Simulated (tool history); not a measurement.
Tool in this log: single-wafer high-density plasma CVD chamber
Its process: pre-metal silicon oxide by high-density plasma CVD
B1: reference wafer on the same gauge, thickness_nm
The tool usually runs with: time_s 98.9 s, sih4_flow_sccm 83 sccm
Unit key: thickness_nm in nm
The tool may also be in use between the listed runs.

run 1 hour=0 | time_s=98.9 sih4_flow_sccm=83 | B1=744.049 | thickness_nm=776.806
run 2 hour=69.6 | time_s=98.9 sih4_flow_sccm=83 | B1=744.229 | thickness_nm=775.37
run 3 hour=169.8 | time_s=98.9 sih4_flow_sccm=83 | B1=744.054 | thickness_nm=778.294
run 4 hour=270 | time_s=98.9 sih4_flow_sccm=83 | B1=743.882 | thickness_nm=776.663
run 5 hour=352.2 | time_s=98.9 sih4_flow_sccm=83 | B1=744.594 | thickness_nm=777.484
run 6 hour=393 | time_s=98.9 sih4_flow_sccm=83 | B1=743.626 | thickness_nm=777.712
run 7 hour=476 | time_s=98.9 sih4_flow_sccm=83 | B1=743.942 | thickness_nm=778.19
run 8 hour=545.6 | time_s=98.9 sih4_flow_sccm=83 | B1=743.846 | thickness_nm=820.231
run 9 hour=582.6 | time_s=113.4 sih4_flow_sccm=97 | B1=743.885 | thickness_nm=1098.685
run 10 hour=673.8 | time_s=98.9 sih4_flow_sccm=90 | B1=743.981 | thickness_nm=886.211
run 11 hour=754.9 | time_s=113 sih4_flow_sccm=95 | B1=743.917 | thickness_nm=1061.724
run 12 hour=822.1 | time_s=98.9 sih4_flow_sccm=83 | B1=744.071 | thickness_nm=808.267
run 13 hour=908.4 | time_s=111.4 sih4_flow_sccm=71 | B1=743.762 | thickness_nm=776.884
run 14 hour=969.1 | time_s=82.2 sih4_flow_sccm=75 | B1=743.849 | thickness_nm=605.208
run 15 hour=1065.5 | time_s=113 sih4_flow_sccm=95 | B1=743.808 | thickness_nm=1049.422
run 16 hour=1120.5 | time_s=82.8 sih4_flow_sccm=83 | B1=744.331 | thickness_nm=672.255

Removed from this log: 2 entries logged between the listed runs. Between which two listed runs does each belong, and how does the tool's hidden state at the listed run before it compare with that at the listed run after it?
After run 7, before run 8: silane flow controller replaced (hour 499.5)
  delivered silane flow above the setpoint (%): -5.19 -> -0.193
  measured minus no-state result, thickness_nm: -42.559 -> -1.59 nm
After run 8, before run 9: gauge calibrated (hour 560.4)
  delivered silane flow above the setpoint (%): -0.193 -> -0.356
  measured minus no-state result, thickness_nm: -1.59 -> -3.925 nm
